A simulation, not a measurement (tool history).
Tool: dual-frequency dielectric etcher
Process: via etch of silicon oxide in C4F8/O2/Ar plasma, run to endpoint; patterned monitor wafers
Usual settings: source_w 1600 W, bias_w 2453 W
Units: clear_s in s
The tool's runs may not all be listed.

run	day	source_w	bias_w	incoming incoming film thickness, nm	clear_s
1	0.000	1600	2453	2279.1	452.7
2	2.879	1600	2453	2260.6	448.0
3	5.150	1600	2453	2267.7	446.2
4	7.875	1600	2453	2271.5	448.2
5	10.842	1600	2453	2289.8	445.5
6	13.500	1600	2453	2278.2	434.7
7	15.092	1370	2453	2269.3	461.1
8	16.546	1600	2453	2256.2	429.0
9	19.392	1600	2453	2283.7	441.3
10	21.425	1320	2453	2286.0	477.1
11	23.792	1600	2453	2272.2	427.3
12	26.462	1600	2453	2255.4	450.7
13	28.262	1600	2453	2267.0	442.5
14	29.896	1600	2909	2265.7	416.0
15	31.375	1600	2453	2276.0	447.2
16	33.267	1490	2631	2276.7	469.0
17	35.608	1800	2032	2278.9	438.3
18	38.304	1300	2845	2249.0	493.0
19	41.212	1270	3036	2272.9	499.7
20	42.562	1700	2160	2266.6	438.0
21	45.542	1600	2453	2261.1	435.0
22	47.467	1600	1902	2290.5	475.3

Not shown: 4 entries that the log had between the listed runs. Between which runs, and how does the tool's hidden state differ before and after?
Between runs 11 and 12: upper electrode replaced, of another model than before (day 25.317); wet clean of the chamber (day 26.192)
  etch rate over this chamber's usual, %: 5.1 -> -0.243
  measured less the result without the state, clear_s: -21.8 -> +1.1 s
Between runs 15 and 16: bias power generator calibrated (day 32.467); source power generator calibrated (day 32.654)
  etch rate over this chamber's usual, %: 0.775 -> 1.17
  measured less the result without the state, clear_s: -3.4 -> -5.4 s

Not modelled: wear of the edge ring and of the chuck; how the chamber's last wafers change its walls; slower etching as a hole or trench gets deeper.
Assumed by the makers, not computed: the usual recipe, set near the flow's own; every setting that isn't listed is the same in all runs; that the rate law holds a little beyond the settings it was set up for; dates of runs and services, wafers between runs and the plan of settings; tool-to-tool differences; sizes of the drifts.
